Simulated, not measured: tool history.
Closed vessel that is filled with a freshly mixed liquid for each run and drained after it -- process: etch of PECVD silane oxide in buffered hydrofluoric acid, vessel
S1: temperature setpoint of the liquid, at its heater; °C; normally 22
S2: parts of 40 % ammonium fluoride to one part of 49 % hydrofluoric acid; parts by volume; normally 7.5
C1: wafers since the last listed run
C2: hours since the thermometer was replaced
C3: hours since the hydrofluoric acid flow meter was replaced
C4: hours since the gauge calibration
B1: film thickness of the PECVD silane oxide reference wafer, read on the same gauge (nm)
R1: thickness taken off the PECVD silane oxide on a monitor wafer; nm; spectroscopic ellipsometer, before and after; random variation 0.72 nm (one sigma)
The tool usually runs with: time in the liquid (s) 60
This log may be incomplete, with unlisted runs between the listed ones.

Run 1, day 0: usual settings but time in the liquid (s) 70; C1 0; C2 1262.1; C3 414.6; C4 469.2; B1 110.03. Result: R1 221.9 nm.
Run 2, day 1.912: usual settings but time in the liquid (s) 70; C1 4022; C2 1308; C3 460.5; C4 515.1; B1 109.99. Result: R1 220.78 nm.
Run 3, day 3.862: usual settings; C1 4101; C2 1354.8; C3 507.3; C4 561.9; B1 109.98. Result: R1 190.68 nm.
At day 4.758: gauge calibrated.
Run 4, day 8.35: usual settings; C1 9439; C2 1462.5; C3 615; C4 86.2; B1 110.02. Result: R1 192.24 nm.
Run 5, day 11.108: usual settings; C1 5802; C2 1528.7; C3 681.2; C4 152.4; B1 110.02. Result: R1 191.17 nm.
Run 6, day 15.096: usual settings but time in the liquid (s) 85; C1 8387; C2 1624.4; C3 776.9; C4 248.1; B1 109.99. Result: R1 270.98 nm.
Run 7, day 18.517: usual settings but time in the liquid (s) 85; C1 7195; C2 1706.5; C3 859; C4 330.2; B1 109.97. Result: R1 273.28 nm.
At day 18.592: thermometer replaced.
Run 8, day 22.433: usual settings; C1 8150; C2 92.2; C3 953; C4 424.2; B1 110.01. Result: R1 193.47 nm.
Run 9, day 26.033: usual settings but S1 24 °C, S2 8.5 parts by volume, time in the liquid (s) 45; C1 7572; C2 178.6; C3 1039.4; C4 510.6; B1 109.94. Result: R1 141.98 nm.
At day 26.546: gauge calibrated.
At day 28.908: hydrofluoric acid flow meter replaced.
Run 10, day 29.946: usual settings but S1 20.5 °C, S2 10 parts by volume; C1 8142; C2 272.5; C3 24.9; C4 81.6; B1 110.05. Result: R1 132.08 nm.
Run 11, day 32.521: usual settings but S1 20.5 °C, S2 10 parts by volume; C1 5416; C2 334.3; C3 86.7; C4 143.4; B1 110.02. Result: R1 132.73 nm.
Run 12, day 36.058: usual settings but S1 17.5 °C; C1 7440; C2 419.2; C3 171.6; C4 228.3; B1 110.01. Result: R1 145.98 nm.
Run 13, day 39.371: usual settings but S2 6.5 parts by volume, time in the liquid (s) 35; C1 6967; C2 498.7; C3 251.1; C4 307.8; B1 109.99. Result: R1 126.11 nm.
Run 14, day 40.979: usual settings but S1 25.5 °C; C1 3383; C2 537.3; C3 289.7; C4 346.4; B1 110.03. Result: R1 228.9 nm.

Hidden condition of the tool, last listed run before each entry between runs versus first listed run after:
In the gap between runs 3 and 4: gauge calibrated (day 4.758)
  hydrofluoric acid flow above the setpoint (%): 1.88 -> 2.26
  measured minus no-state result, R1: +3.79 -> +4.6 nm
In the gap between runs 7 and 8: thermometer replaced (day 18.592)
  hydrofluoric acid flow above the setpoint (%): 3.13 -> 3.46
  measured minus no-state result, R1: +8.96 -> +6.99 nm
In the gap between runs 9 and 10: gauge calibrated (day 26.546); hydrofluoric acid flow meter replaced (day 28.908)
  hydrofluoric acid flow above the setpoint (%): 3.77 -> 0.656
  measured minus no-state result, R1: +5.58 -> +0.54 nm

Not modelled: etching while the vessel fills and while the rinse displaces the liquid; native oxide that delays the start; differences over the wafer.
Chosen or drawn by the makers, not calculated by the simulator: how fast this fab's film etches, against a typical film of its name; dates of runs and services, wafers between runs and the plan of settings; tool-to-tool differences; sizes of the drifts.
